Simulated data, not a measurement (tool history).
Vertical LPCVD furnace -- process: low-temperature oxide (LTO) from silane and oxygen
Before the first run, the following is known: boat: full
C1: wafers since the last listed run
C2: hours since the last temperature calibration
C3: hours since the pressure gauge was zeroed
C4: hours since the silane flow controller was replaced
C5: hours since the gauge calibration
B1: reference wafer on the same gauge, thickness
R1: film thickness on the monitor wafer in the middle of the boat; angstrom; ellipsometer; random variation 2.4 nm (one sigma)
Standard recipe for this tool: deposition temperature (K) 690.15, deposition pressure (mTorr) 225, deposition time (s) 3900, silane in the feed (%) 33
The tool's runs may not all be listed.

Run 1, hour 0.0: usual settings but deposition temperature (K) 699.15; C1 0; C2 2583.7; C3 642.7; C4 4582.6; C5 1419.8; B1 655.94. Result: R1 6326.0 angstrom.
Run 2, hour 40.0: usual settings but deposition temperature (K) 699.15; C1 717; C2 2623.7; C3 682.7; C4 4622.6; C5 1459.8; B1 654.95. Result: R1 6316.8 angstrom.
Run 3, hour 107.3: usual settings but deposition temperature (K) 699.15; C1 1206; C2 2691.0; C3 750.0; C4 4689.9; C5 1527.1; B1 656.02. Result: R1 6272.2 angstrom.
Run 4, hour 148.9: usual settings but deposition temperature (K) 699.15, silane in the feed (%) 37; C1 745; C2 2732.6; C3 791.6; C4 4731.5; C5 1568.7; B1 654.98. Result: R1 7223.1 angstrom.
Run 5, hour 217.9: usual settings but deposition temperature (K) 699.15, silane in the feed (%) 37; C1 1237; C2 2801.6; C3 860.6; C4 4800.5; C5 1637.7; B1 654.91. Result: R1 7304.6 angstrom.
Run 6, hour 319.3: usual settings but deposition temperature (K) 699.15, silane in the feed (%) 37; C1 1818; C2 2903.0; C3 962.0; C4 4901.9; C5 1739.1; B1 654.76. Result: R1 7312.4 angstrom.
Run 7, hour 418.3: usual settings; C1 1775; C2 3002.0; C3 1061.0; C4 5000.9; C5 1838.1; B1 656.39. Result: R1 5725.6 angstrom.
At hour 478.3: thermocouples replaced and temperature profile calibrated.
Run 8, hour 478.8: usual settings but deposition temperature (K) 682.15; C1 654; C2 0.5; C3 1121.5; C4 5061.4; C5 1898.6; B1 655.10. Result: R1 5270.2 angstrom.
Run 9, hour 491.7: usual settings but deposition temperature (K) 682.15; C1 231; C2 13.4; C3 1134.4; C4 5074.3; C5 1911.5; B1 654.74. Result: R1 5252.3 angstrom.
Run 10, hour 538.8: usual settings but deposition temperature (K) 682.15; C1 844; C2 60.5; C3 1181.5; C4 5121.4; C5 1958.6; B1 656.34. Result: R1 5266.3 angstrom.
At hour 580.2: gauge calibrated.
Run 11, hour 632.4: usual settings but deposition time (s) 4920, silane in the feed (%) 27; C1 1678; C2 154.1; C3 1275.1; C4 5215.0; C5 52.2; B1 653.89. Result: R1 5425.9 angstrom.
Run 12, hour 677.8: usual settings but deposition temperature (K) 699.15, silane in the feed (%) 37; C1 814; C2 199.5; C3 1320.5; C4 5260.4; C5 97.6; B1 654.96. Result: R1 7279.2 angstrom.
Run 13, hour 774.2: usual settings but deposition pressure (mTorr) 280, silane in the feed (%) 29; C1 1728; C2 295.9; C3 1416.9; C4 5356.8; C5 194.0; B1 653.24. Result: R1 6019.5 angstrom.
At hour 843.1: pressure gauge zeroed.
Run 14, hour 848.0: usual settings but deposition temperature (K) 699.15, silane in the feed (%) 37; C1 892; C2 369.7; C3 4.9; C4 5430.6; C5 267.8; B1 654.41. Result: R1 7301.1 angstrom.
Run 15, hour 924.6: usual settings; C1 1373; C2 446.3; C3 81.5; C4 5507.2; C5 344.4; B1 655.35. Result: R1 5739.4 angstrom.
Run 16, hour 1020.0: usual settings; C1 1710; C2 541.7; C3 176.9; C4 5602.6; C5 439.8; B1 655.54. Result: R1 5744.2 angstrom.
At hour 1092.9: silane flow controller replaced.
Run 17, hour 1110.6: usual settings but deposition pressure (mTorr) 195, deposition time (s) 2670; C1 1194; C2 632.3; C3 267.5; C4 17.7; C5 530.4; B1 655.14. Result: R1 3409.1 angstrom.
Run 18, hour 1148.2: usual settings but deposition pressure (mTorr) 255; C1 674; C2 669.9; C3 305.1; C4 55.3; C5 568.0; B1 653.92. Result: R1 6453.5 angstrom.
Run 19, hour 1214.3: usual settings but deposition pressure (mTorr) 190, silane in the feed (%) 38; C1 1185; C2 736.0; C3 371.2; C4 121.4; C5 634.1; B1 655.57. Result: R1 5814.3 angstrom.
Run 20, hour 1526.6: usual settings but deposition pressure (mTorr) 260, deposition time (s) 3330, silane in the feed (%) 28; C1 5599; C2 1048.3; C3 683.5; C4 433.7; C5 946.4; B1 655.34. Result: R1 4518.2 angstrom.

What differs in the tool's unlogged condition from the final listed run ahead of each entry between runs to the first listed run following it?
Runs 7 to 8: thermocouples replaced and temperature profile calibrated (hour 478.3)
  both runs share identical hidden conditions
Runs 10 to 11: gauge calibrated (hour 580.2)
  both runs share identical hidden conditions
Runs 13 to 14: pressure gauge zeroed (hour 843.1)
  both runs share identical hidden conditions
Runs 16 to 17: silane flow controller replaced (hour 1092.9)
  both runs share identical hidden conditions

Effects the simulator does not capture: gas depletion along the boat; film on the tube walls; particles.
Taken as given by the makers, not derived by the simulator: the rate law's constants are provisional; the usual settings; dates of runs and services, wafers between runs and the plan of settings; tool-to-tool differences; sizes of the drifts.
